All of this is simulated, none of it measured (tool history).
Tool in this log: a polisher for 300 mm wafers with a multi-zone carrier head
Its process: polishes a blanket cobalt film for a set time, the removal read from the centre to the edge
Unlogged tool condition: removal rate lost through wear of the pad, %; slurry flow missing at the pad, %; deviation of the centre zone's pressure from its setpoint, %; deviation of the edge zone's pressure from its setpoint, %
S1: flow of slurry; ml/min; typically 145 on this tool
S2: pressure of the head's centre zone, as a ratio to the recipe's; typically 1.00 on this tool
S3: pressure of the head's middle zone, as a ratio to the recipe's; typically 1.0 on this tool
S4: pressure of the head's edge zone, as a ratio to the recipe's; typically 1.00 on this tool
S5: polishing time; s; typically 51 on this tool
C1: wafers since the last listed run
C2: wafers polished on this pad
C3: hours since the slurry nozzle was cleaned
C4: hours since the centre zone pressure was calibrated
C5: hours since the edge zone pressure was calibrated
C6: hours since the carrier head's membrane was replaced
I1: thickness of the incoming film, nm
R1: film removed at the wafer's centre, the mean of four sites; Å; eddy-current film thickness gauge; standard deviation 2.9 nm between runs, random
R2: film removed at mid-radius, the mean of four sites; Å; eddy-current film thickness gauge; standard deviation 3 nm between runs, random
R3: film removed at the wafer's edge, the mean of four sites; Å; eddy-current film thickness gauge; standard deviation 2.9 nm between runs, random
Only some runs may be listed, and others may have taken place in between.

{"run": 1, "hour": 0.0, "S1": 145, "S2": 1.0, "S3": 1.0, "S4": 1.0, "S5": 51, "C1": 0, "C2": 4077, "C3": 122.8, "C4": 243.2, "C5": 197.7, "C6": 445.8, "I1": 915.5, "R1": 2237, "R2": 2208, "R3": 2234}
{"hour": 56.6, "done": "worn pad replaced by a new one"}
{"run": 2, "hour": 107.6, "S1": 145, "S2": 1.0, "S3": 1.0, "S4": 1.0, "S5": 51, "C1": 1814, "C2": 893, "C3": 230.4, "C4": 350.8, "C5": 305.3, "C6": 553.4, "I1": 905.6, "R1": 2269, "R2": 2249, "R3": 2280}
{"run": 3, "hour": 194.8, "S1": 145, "S2": 1.0, "S3": 1.0, "S4": 1.0, "S5": 51, "C1": 1527, "C2": 2420, "C3": 317.6, "C4": 438.0, "C5": 392.5, "C6": 640.6, "I1": 896.3, "R1": 2225, "R2": 2160, "R3": 2184}
{"hour": 212.1, "done": "slurry nozzle cleaned"}
{"run": 4, "hour": 245.2, "S1": 145, "S2": 1.0, "S3": 1.0, "S4": 1.0, "S5": 51, "C1": 865, "C2": 3286, "C3": 33.1, "C4": 488.4, "C5": 442.9, "C6": 691.0, "I1": 899.8, "R1": 2335, "R2": 2219, "R3": 2275}
{"hour": 358.8, "done": "worn pad replaced by a new one"}
{"run": 5, "hour": 506.0, "S1": 145, "S2": 1.0, "S3": 1.0, "S4": 1.0, "S5": 51, "C1": 4498, "C2": 2578, "C3": 293.9, "C4": 749.2, "C5": 703.7, "C6": 951.8, "I1": 913.3, "R1": 2223, "R2": 2157, "R3": 2263}
{"run": 6, "hour": 564.0, "S1": 145, "S2": 1.0, "S3": 1.0, "S4": 1.0, "S5": 38, "C1": 1016, "C2": 3594, "C3": 351.9, "C4": 807.2, "C5": 761.7, "C6": 1009.8, "I1": 892.4, "R1": 1628, "R2": 1609, "R3": 1628}
{"hour": 630.6, "done": "slurry nozzle cleaned"}
{"hour": 646.7, "done": "carrier head's membrane replaced by a new one"}
{"run": 7, "hour": 653.7, "S1": 145, "S2": 1.0, "S3": 1.0, "S4": 1.0, "S5": 38, "C1": 1466, "C2": 5060, "C3": 23.1, "C4": 896.9, "C5": 851.4, "C6": 7.0, "I1": 894.7, "R1": 1635, "R2": 1582, "R3": 1622}
{"run": 8, "hour": 706.0, "S1": 145, "S2": 1.0, "S3": 1.0, "S4": 1.0, "S5": 38, "C1": 916, "C2": 5976, "C3": 75.4, "C4": 949.2, "C5": 903.7, "C6": 59.3, "I1": 907.2, "R1": 1525, "R2": 1526, "R3": 1569}
{"hour": 742.8, "done": "worn pad replaced by a new one"}
{"run": 9, "hour": 756.2, "S1": 145, "S2": 1.0, "S3": 1.0, "S4": 1.0, "S5": 51, "C1": 809, "C2": 235, "C3": 125.6, "C4": 999.4, "C5": 953.9, "C6": 109.5, "I1": 915.3, "R1": 2372, "R2": 2327, "R3": 2340}
{"run": 10, "hour": 801.0, "S1": 145, "S2": 1.0, "S3": 1.0, "S4": 1.0, "S5": 51, "C1": 784, "C2": 1020, "C3": 170.4, "C4": 1044.2, "C5": 998.7, "C6": 154.3, "I1": 887.2, "R1": 2352, "R2": 2270, "R3": 2285}
{"run": 11, "hour": 872.4, "S1": 145, "S2": 1.0, "S3": 1.0, "S4": 1.0, "S5": 51, "C1": 1250, "C2": 2271, "C3": 241.8, "C4": 1115.6, "C5": 1070.1, "C6": 225.7, "I1": 893.8, "R1": 2264, "R2": 2252, "R3": 2251}
{"run": 12, "hour": 938.3, "S1": 145, "S2": 1.0, "S3": 1.0, "S4": 1.0, "S5": 51, "C1": 1154, "C2": 3425, "C3": 307.7, "C4": 1181.5, "C5": 1136.0, "C6": 291.6, "I1": 915.7, "R1": 2171, "R2": 2156, "R3": 2166}
{"hour": 975.0, "done": "slurry nozzle cleaned"}
{"hour": 982.4, "done": "edge zone pressure recalibrated"}
{"run": 13, "hour": 983.8, "S1": 145, "S2": 1.0, "S3": 1.0, "S4": 1.05, "S5": 51, "C1": 744, "C2": 4170, "C3": 8.8, "C4": 1227.0, "C5": 1.4, "C6": 337.1, "I1": 901.4, "R1": 2256, "R2": 2220, "R3": 2245}
{"hour": 987.4, "done": "centre zone pressure recalibrated"}
{"hour": 1044.8, "done": "worn pad replaced by a new one"}
{"run": 14, "hour": 1053.4, "S1": 145, "S2": 1.0, "S3": 1.1, "S4": 1.07, "S5": 39, "C1": 1114, "C2": 150, "C3": 78.4, "C4": 66.0, "C5": 71.0, "C6": 406.7, "I1": 897.5, "R1": 1830, "R2": 1915, "R3": 1866}
{"run": 15, "hour": 1139.9, "S1": 170, "S2": 1.0, "S3": 0.9, "S4": 1.0, "S5": 51, "C1": 1515, "C2": 1666, "C3": 164.9, "C4": 152.5, "C5": 157.5, "C6": 493.2, "I1": 892.9, "R1": 2435, "R2": 2122, "R3": 2343}
{"run": 16, "hour": 1212.2, "S1": 145, "S2": 1.0, "S3": 1.0, "S4": 1.0, "S5": 46, "C1": 1266, "C2": 2932, "C3": 237.2, "C4": 224.8, "C5": 229.8, "C6": 565.5, "I1": 915.9, "R1": 2021, "R2": 1969, "R3": 2000}
{"hour": 1306.2, "done": "slurry nozzle cleaned"}
{"run": 17, "hour": 1315.5, "S1": 145, "S2": 0.96, "S3": 1.0, "S4": 0.96, "S5": 56, "C1": 1792, "C2": 4725, "C3": 9.3, "C4": 328.1, "C5": 333.1, "C6": 668.8, "I1": 897.8, "R1": 2414, "R2": 2354, "R3": 2314}
{"hour": 1347.4, "done": "worn pad replaced by a new one"}
{"run": 18, "hour": 1375.2, "S1": 145, "S2": 1.0, "S3": 1.0, "S4": 1.0, "S5": 51, "C1": 975, "C2": 486, "C3": 69.0, "C4": 387.8, "C5": 392.8, "C6": 728.5, "I1": 911.8, "R1": 2344, "R2": 2252, "R3": 2305}
{"run": 19, "hour": 1413.8, "S1": 145, "S2": 1.0, "S3": 1.0, "S4": 1.0, "S5": 51, "C1": 676, "C2": 1162, "C3": 107.6, "C4": 426.4, "C5": 431.4, "C6": 767.1, "I1": 908.3, "R1": 2332, "R2": 2270, "R3": 2296}
{"run": 20, "hour": 1475.9, "S1": 145, "S2": 1.0, "S3": 1.0, "S4": 0.96, "S5": 51, "C1": 1087, "C2": 2250, "C3": 169.7, "C4": 488.5, "C5": 493.5, "C6": 829.2, "I1": 894.0, "R1": 2266, "R2": 2192, "R3": 2248}
{"run": 21, "hour": 1575.1, "S1": 145, "S2": 1.0, "S3": 1.0, "S4": 1.0, "S5": 43, "C1": 1737, "C2": 3988, "C3": 268.9, "C4": 587.7, "C5": 592.7, "C6": 928.4, "I1": 901.5, "R1": 1792, "R2": 1766, "R3": 1768}

Expected results for the next run?
{"hour": 1646.5, "done": "carrier head's membrane replaced by a new one"}
{"hour": 1664.4, "done": "worn pad replaced by a new one"}
{"run": 22, "hour": 1679.6, "S1": 145, "S2": 1.0, "S3": 1.0, "S4": 1.0, "S5": 43, "C1": 1673, "C2": 267, "C3": 373.4, "C4": 692.2, "C5": 697.2, "C6": 33.1, "I1": 888.8, "R1": "?", "R2": "?", "R3": "?"}

R1: 1845 Å
R2: 1866 Å
R3: 1895 Å
Without the tool's hidden state the same run would have given R1 2043 Å, R2 2042 Å, R3 2020 Å.

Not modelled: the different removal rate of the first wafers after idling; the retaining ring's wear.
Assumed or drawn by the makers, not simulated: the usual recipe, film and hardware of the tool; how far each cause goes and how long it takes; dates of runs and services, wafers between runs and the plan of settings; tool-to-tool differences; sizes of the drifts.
